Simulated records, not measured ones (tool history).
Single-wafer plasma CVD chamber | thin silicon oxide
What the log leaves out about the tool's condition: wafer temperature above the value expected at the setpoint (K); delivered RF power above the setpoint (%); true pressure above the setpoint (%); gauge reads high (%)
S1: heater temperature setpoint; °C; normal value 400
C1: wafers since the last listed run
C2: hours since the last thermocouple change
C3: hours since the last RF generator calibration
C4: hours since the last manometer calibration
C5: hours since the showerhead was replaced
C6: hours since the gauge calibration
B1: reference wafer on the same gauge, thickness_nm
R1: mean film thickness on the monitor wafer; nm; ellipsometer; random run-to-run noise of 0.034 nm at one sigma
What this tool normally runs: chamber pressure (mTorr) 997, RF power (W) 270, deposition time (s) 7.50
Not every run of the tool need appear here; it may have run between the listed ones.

{"run": 1, "hour": 0.0, "S1": 400, "chamber pressure (mTorr)": 997, "RF power (W)": 270, "deposition time (s)": 6.96, "C1": 0, "C2": 2450.1, "C3": 969.8, "C4": 1429.7, "C5": 5438.0, "C6": 377.2, "B1": 18.7, "R1": 15.546}
{"run": 2, "hour": 16.4, "S1": 400, "chamber pressure (mTorr)": 997, "RF power (W)": 270, "deposition time (s)": 7.5, "C1": 391, "C2": 2466.5, "C3": 986.2, "C4": 1446.1, "C5": 5454.4, "C6": 393.6, "B1": 18.707, "R1": 16.776}
{"run": 3, "hour": 23.8, "S1": 400, "chamber pressure (mTorr)": 997, "RF power (W)": 270, "deposition time (s)": 7.5, "C1": 176, "C2": 2473.9, "C3": 993.6, "C4": 1453.5, "C5": 5461.8, "C6": 401.0, "B1": 18.689, "R1": 16.725}
{"run": 4, "hour": 32.6, "S1": 400, "chamber pressure (mTorr)": 1180, "RF power (W)": 270, "deposition time (s)": 7.5, "C1": 210, "C2": 2482.7, "C3": 1002.4, "C4": 1462.3, "C5": 5470.6, "C6": 409.8, "B1": 18.708, "R1": 19.192}
{"hour": 43.6, "done": "gauge calibrated"}
{"hour": 46.4, "done": "thermocouple changed; heater temperature recalibrated"}
{"run": 5, "hour": 46.9, "S1": 412, "chamber pressure (mTorr)": 1161, "RF power (W)": 270, "deposition time (s)": 7.5, "C1": 150, "C2": 0.5, "C3": 1016.7, "C4": 1476.6, "C5": 5484.9, "C6": 3.3, "B1": 18.696, "R1": 18.961}
{"hour": 60.6, "done": "showerhead replaced"}
{"run": 6, "hour": 61.1, "S1": 415, "chamber pressure (mTorr)": 1151, "RF power (W)": 270, "deposition time (s)": 6.79, "C1": 147, "C2": 14.7, "C3": 1030.9, "C4": 1490.8, "C5": 0.5, "C6": 17.5, "B1": 18.699, "R1": 17.031}
{"run": 7, "hour": 68.8, "S1": 400, "chamber pressure (mTorr)": 885, "RF power (W)": 270, "deposition time (s)": 7.5, "C1": 183, "C2": 22.4, "C3": 1038.6, "C4": 1498.5, "C5": 8.2, "C6": 25.2, "B1": 18.708, "R1": 14.602}
{"run": 8, "hour": 86.5, "S1": 400, "chamber pressure (mTorr)": 1161, "RF power (W)": 305, "deposition time (s)": 7.5, "C1": 422, "C2": 40.1, "C3": 1056.3, "C4": 1516.2, "C5": 25.9, "C6": 42.9, "B1": 18.696, "R1": 19.598}
{"run": 9, "hour": 95.4, "S1": 387, "chamber pressure (mTorr)": 997, "RF power (W)": 270, "deposition time (s)": 8.66, "C1": 212, "C2": 49.0, "C3": 1065.2, "C4": 1525.1, "C5": 34.8, "C6": 51.8, "B1": 18.697, "R1": 19.401}
{"run": 10, "hour": 103.3, "S1": 400, "chamber pressure (mTorr)": 1243, "RF power (W)": 270, "deposition time (s)": 6.29, "C1": 188, "C2": 56.9, "C3": 1073.1, "C4": 1533.0, "C5": 42.7, "C6": 59.7, "B1": 18.704, "R1": 16.516}
{"run": 11, "hour": 119.3, "S1": 400, "chamber pressure (mTorr)": 1155, "RF power (W)": 220, "deposition time (s)": 7.5, "C1": 381, "C2": 72.9, "C3": 1089.1, "C4": 1549.0, "C5": 58.7, "C6": 75.7, "B1": 18.702, "R1": 18.103}
{"run": 12, "hour": 129.2, "S1": 400, "chamber pressure (mTorr)": 997, "RF power (W)": 230, "deposition time (s)": 6.85, "C1": 236, "C2": 82.8, "C3": 1099.0, "C4": 1558.9, "C5": 68.6, "C6": 85.6, "B1": 18.699, "R1": 14.712}
{"run": 13, "hour": 140.0, "S1": 407, "chamber pressure (mTorr)": 759, "RF power (W)": 290, "deposition time (s)": 6.74, "C1": 257, "C2": 93.6, "C3": 1109.8, "C4": 1569.7, "C5": 79.4, "C6": 96.4, "B1": 18.706, "R1": 10.538}
{"run": 14, "hour": 152.2, "S1": 411, "chamber pressure (mTorr)": 997, "RF power (W)": 230, "deposition time (s)": 7.5, "C1": 291, "C2": 105.8, "C3": 1122.0, "C4": 1581.9, "C5": 91.6, "C6": 108.6, "B1": 18.703, "R1": 16.011}
{"hour": 167.0, "done": "capacitance manometer re-zeroed and calibrated"}
{"run": 15, "hour": 167.5, "S1": 400, "chamber pressure (mTorr)": 997, "RF power (W)": 270, "deposition time (s)": 7.5, "C1": 174, "C2": 121.1, "C3": 1137.3, "C4": 0.5, "C5": 106.9, "C6": 123.9, "B1": 18.705, "R1": 16.752}
{"run": 16, "hour": 173.8, "S1": 400, "chamber pressure (mTorr)": 1094, "RF power (W)": 270, "deposition time (s)": 6.57, "C1": 150, "C2": 127.4, "C3": 1143.6, "C4": 6.8, "C5": 113.2, "C6": 130.2, "B1": 18.709, "R1": 15.901}
{"run": 17, "hour": 181.2, "S1": 389, "chamber pressure (mTorr)": 1077, "RF power (W)": 325, "deposition time (s)": 7.5, "C1": 176, "C2": 134.8, "C3": 1151.0, "C4": 14.2, "C5": 120.6, "C6": 137.6, "B1": 18.71, "R1": 18.843}
{"hour": 210.3, "done": "RF generator calibrated"}
{"run": 18, "hour": 231.5, "S1": 400, "chamber pressure (mTorr)": 997, "RF power (W)": 270, "deposition time (s)": 7.5, "C1": 1009, "C2": 185.1, "C3": 21.2, "C4": 64.5, "C5": 170.9, "C6": 187.9, "B1": 18.701, "R1": 16.987}
{"run": 19, "hour": 239.6, "S1": 400, "chamber pressure (mTorr)": 1160, "RF power (W)": 240, "deposition time (s)": 6.86, "C1": 193, "C2": 193.2, "C3": 29.3, "C4": 72.6, "C5": 179.0, "C6": 196.0, "B1": 18.697, "R1": 17.274}
{"run": 20, "hour": 267.5, "S1": 400, "chamber pressure (mTorr)": 997, "RF power (W)": 270, "deposition time (s)": 7.5, "C1": 665, "C2": 221.1, "C3": 57.2, "C4": 100.5, "C5": 206.9, "C6": 223.9, "B1": 18.696, "R1": 16.95}
{"run": 21, "hour": 285.3, "S1": 400, "chamber pressure (mTorr)": 997, "RF power (W)": 270, "deposition time (s)": 7.5, "C1": 424, "C2": 238.9, "C3": 75.0, "C4": 118.3, "C5": 224.7, "C6": 241.7, "B1": 18.7, "R1": 17.003}
{"run": 22, "hour": 297.4, "S1": 395, "chamber pressure (mTorr)": 837, "RF power (W)": 270, "deposition time (s)": 6.17, "C1": 288, "C2": 251.0, "C3": 87.1, "C4": 130.4, "C5": 236.8, "C6": 253.8, "B1": 18.689, "R1": 11.344}
{"run": 23, "hour": 312.0, "S1": 410, "chamber pressure (mTorr)": 1201, "RF power (W)": 295, "deposition time (s)": 8.41, "C1": 348, "C2": 265.6, "C3": 101.7, "C4": 145.0, "C5": 251.4, "C6": 268.4, "B1": 18.708, "R1": 22.318}
{"run": 24, "hour": 325.2, "S1": 400, "chamber pressure (mTorr)": 997, "RF power (W)": 270, "deposition time (s)": 7.5, "C1": 315, "C2": 278.8, "C3": 114.9, "C4": 158.2, "C5": 264.6, "C6": 281.6, "B1": 18.695, "R1": 17.024}

Predict the results of run 25:
{"run": 25, "hour": 338.3, "S1": 400, "chamber pressure (mTorr)": 997, "RF power (W)": 270, "deposition time (s)": 7.5, "C1": 312, "C2": 291.9, "C3": 128.0, "C4": 171.3, "C5": 277.7, "C6": 294.7, "B1": "?", "R1": "?"}

{"run 25": {"B1": 18.694, "R1": 16.943}}
Minus the tool's unlogged condition, the same run would have read R1 16.981 nm.
